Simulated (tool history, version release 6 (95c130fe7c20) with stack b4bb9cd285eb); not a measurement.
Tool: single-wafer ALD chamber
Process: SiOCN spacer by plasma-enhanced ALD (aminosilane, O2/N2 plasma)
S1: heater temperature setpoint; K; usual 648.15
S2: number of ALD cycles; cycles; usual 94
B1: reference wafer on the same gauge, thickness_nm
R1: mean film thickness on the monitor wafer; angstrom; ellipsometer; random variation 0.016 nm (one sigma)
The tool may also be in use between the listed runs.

Run 1, hour 0.0: usual settings but S1 644.15 K; B1 6.702. Result: R1 56.04 angstrom.
Run 2, hour 31.3: usual settings but S1 644.15 K; B1 6.700. Result: R1 56.19 angstrom.
Run 3, hour 58.4: usual settings but S1 644.15 K; B1 6.697. Result: R1 56.34 angstrom.
Run 4, hour 87.3: usual settings but S1 659.15 K; B1 6.691. Result: R1 56.10 angstrom.
Run 5, hour 182.3: usual settings but S2 100 cycles; B1 6.701. Result: R1 59.74 angstrom.
Run 6, hour 213.6: usual settings but S2 100 cycles; B1 6.699. Result: R1 59.37 angstrom.
Run 7, hour 305.9: usual settings; B1 6.696. Result: R1 55.93 angstrom.
Run 8, hour 320.6: usual settings; B1 6.697. Result: R1 56.23 angstrom.
At hour 337.2: thermocouple changed; heater temperature recalibrated.
Run 9, hour 352.7: usual settings; B1 6.707. Result: R1 55.93 angstrom.
Run 10, hour 383.9: usual settings but S1 640.15 K; B1 6.702. Result: R1 56.12 angstrom.
Run 11, hour 402.7: usual settings but S1 640.15 K; B1 6.701. Result: R1 55.89 angstrom.
Run 12, hour 421.6: usual settings but S1 640.15 K; B1 6.704. Result: R1 55.86 angstrom.
Run 13, hour 435.0: usual settings but S2 101 cycles; B1 6.696. Result: R1 60.65 angstrom.
Run 14, hour 469.8: usual settings; B1 6.699. Result: R1 56.24 angstrom.
At hour 528.6: gauge calibrated.
Run 15, hour 572.9: usual settings; B1 6.692. Result: R1 56.16 angstrom.
Run 16, hour 588.0: usual settings but S1 640.15 K, S2 108 cycles; B1 6.698. Result: R1 64.62 angstrom.
Run 17, hour 619.6: usual settings; B1 6.696. Result: R1 56.12 angstrom.
Run 18, hour 642.3: usual settings but S1 663.15 K, S2 84 cycles; B1 6.700. Result: R1 49.94 angstrom.
Run 19, hour 672.3: usual settings but S2 84 cycles; B1 6.701. Result: R1 50.08 angstrom.
Run 20, hour 736.7: usual settings but S1 661.15 K, S2 85 cycles; B1 6.702. Result: R1 50.80 angstrom.
Run 21, hour 769.1: usual settings but S2 105 cycles; B1 6.700. Result: R1 62.71 angstrom.
Run 22, hour 853.4: usual settings but S1 661.15 K, S2 85 cycles; B1 6.701. Result: R1 50.90 angstrom.
Run 23, hour 874.0: usual settings but S1 656.15 K, S2 82 cycles; B1 6.701. Result: R1 48.96 angstrom.
Run 24, hour 899.7: usual settings but S1 642.15 K; B1 6.705. Result: R1 56.02 angstrom.

The tool's hidden state at each run:
wafer temperature above the value expected at the setpoint (K): 0 in every run
gauge reads high (%): 0 in every run

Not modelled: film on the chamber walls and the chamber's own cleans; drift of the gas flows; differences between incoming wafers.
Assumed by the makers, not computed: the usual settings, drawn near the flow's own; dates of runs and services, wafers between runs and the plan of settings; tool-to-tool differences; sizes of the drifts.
